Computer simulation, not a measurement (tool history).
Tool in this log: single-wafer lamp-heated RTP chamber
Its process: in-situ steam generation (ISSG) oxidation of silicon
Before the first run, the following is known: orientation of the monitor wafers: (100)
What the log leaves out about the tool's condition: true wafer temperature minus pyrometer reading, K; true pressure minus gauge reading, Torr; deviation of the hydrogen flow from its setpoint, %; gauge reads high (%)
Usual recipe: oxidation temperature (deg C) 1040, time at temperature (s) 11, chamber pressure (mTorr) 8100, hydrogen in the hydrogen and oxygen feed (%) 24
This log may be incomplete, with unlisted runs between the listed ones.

run,day,oxidation temperature (deg C),time at temperature (s),chamber pressure (mTorr),hydrogen in the hydrogen and oxygen feed (%),wafers since the last listed run,wafers since the last pyrometer calibration,hours since the pressure gauge was zeroed,hours since the hydrogen flow controller was replaced,hours since the gauge calibration,"read-back reference wafer on the same gauge, thickness",oxide thickness on the monitor wafer (angstrom)
1,0.000,1040,11,8100,24,0,1442,2813.2,3344.4,1564.1,5.343,46.57
2,0.558,1050,11,8100,24,154,1597,2826.6,3357.8,1577.5,5.339,48.65
3,1.125,1040,10,7800,24,156,1754,2840.2,3371.4,1591.1,5.350,44.33
4,2.317,1040,10,7800,24,330,2084,2868.8,3400.0,1619.7,5.348,44.75
5,3.367,1040,11,8100,32,290,2375,2894.0,3425.2,1644.9,5.357,50.41
# day 4.108: gauge calibrated
6,6.533,1040,11,8100,32,877,3252,2970.0,3501.2,58.2,5.246,49.29
7,7.083,1024,11,7400,17,152,3405,2983.2,3514.4,71.4,5.251,39.05
8,8.338,1040,11,7500,21,347,3752,3013.3,3544.5,101.5,5.245,44.12
# day 8.683: pressure gauge zeroed
9,9.250,1040,11,8100,24,160,3913,13.6,3566.4,123.4,5.250,45.43
10,10.550,1040,11,8100,24,360,4273,44.8,3597.6,154.6,5.250,45.47
11,12.038,1057,7,8100,24,412,4685,80.5,3633.3,190.3,5.250,39.72
12,12.625,1040,11,8100,24,162,4848,94.6,3647.4,204.4,5.249,45.68
# day 14.321: pyrometer window cleaned and pyrometer calibrated
# day 15.733: hydrogen flow controller replaced
13,16.204,1040,11,8100,24,806,429,180.5,11.3,290.3,5.249,45.37
14,17.621,1027,8,6900,32,392,822,214.5,45.3,324.3,5.250,41.02
15,18.283,1040,11,8100,24,183,1005,230.4,61.2,340.2,5.245,45.75
16,18.825,1040,11,8100,24,150,1155,243.4,74.2,353.2,5.248,45.61
17,19.875,1040,9,8100,28,290,1446,268.6,99.4,378.4,5.255,43.49
18,21.150,1054,11,8100,24,353,1799,299.2,130.0,409.0,5.253,48.48
19,25.488,1040,11,8100,16,1201,3001,403.3,234.1,513.1,5.256,41.11
20,26.567,1027,14,8100,30,298,3300,429.2,260.0,539.0,5.256,51.06
21,27.367,1057,7,8100,24,221,3522,448.4,279.2,558.2,5.256,39.40
22,28.162,1057,11,8100,20,220,3742,467.5,298.3,577.3,5.262,47.20
23,31.562,1040,11,8100,24,941,4684,549.1,379.9,658.9,5.256,45.80
24,33.004,1040,11,8100,24,399,5084,583.7,414.5,693.5,5.264,46.05
25,34.117,1040,14,8100,32,308,5392,610.4,441.2,720.2,5.263,55.80
26,35.004,1040,11,8100,24,245,5638,631.7,462.5,741.5,5.264,45.62
27,35.617,1021,11,8100,24,169,5807,646.4,477.2,756.2,5.264,42.36
28,36.971,1040,11,9400,19,375,6182,678.9,509.7,788.7,5.270,42.46
# day 37.579: pyrometer window cleaned and pyrometer calibrated
29,38.025,1040,11,8100,24,199,123,704.2,535.0,814.0,5.264,45.85
30,38.846,1040,9,8100,19,227,350,723.9,554.7,833.7,5.269,39.32
31,39.479,1034,13,7600,31,175,526,739.1,569.9,848.9,5.265,52.04

Alternative continuations, all from the tool just after run 31; predict every row:
A,39.496,1040,10,8100,24,4,530,739.5,570.3,849.3,?,?
B,39.496,1056,11,8100,24,4,530,739.5,570.3,849.3,?,?
C,39.496,1055,8,7300,24,4,530,739.5,570.3,849.3,?,?
D,39.496,1059,11,6900,24,4,530,739.5,570.3,849.3,?,?

run,"read-back reference wafer on the same gauge, thickness",oxide thickness on the monitor wafer (angstrom)
A,5.265,43.71
B,5.265,49.22
C,5.265,41.98
D,5.265,49.82
What these runs would have given with no unlogged condition in the tool:
run,oxide thickness on the monitor wafer (angstrom)
A,43.63
B,49.14
C,41.91
D,49.73
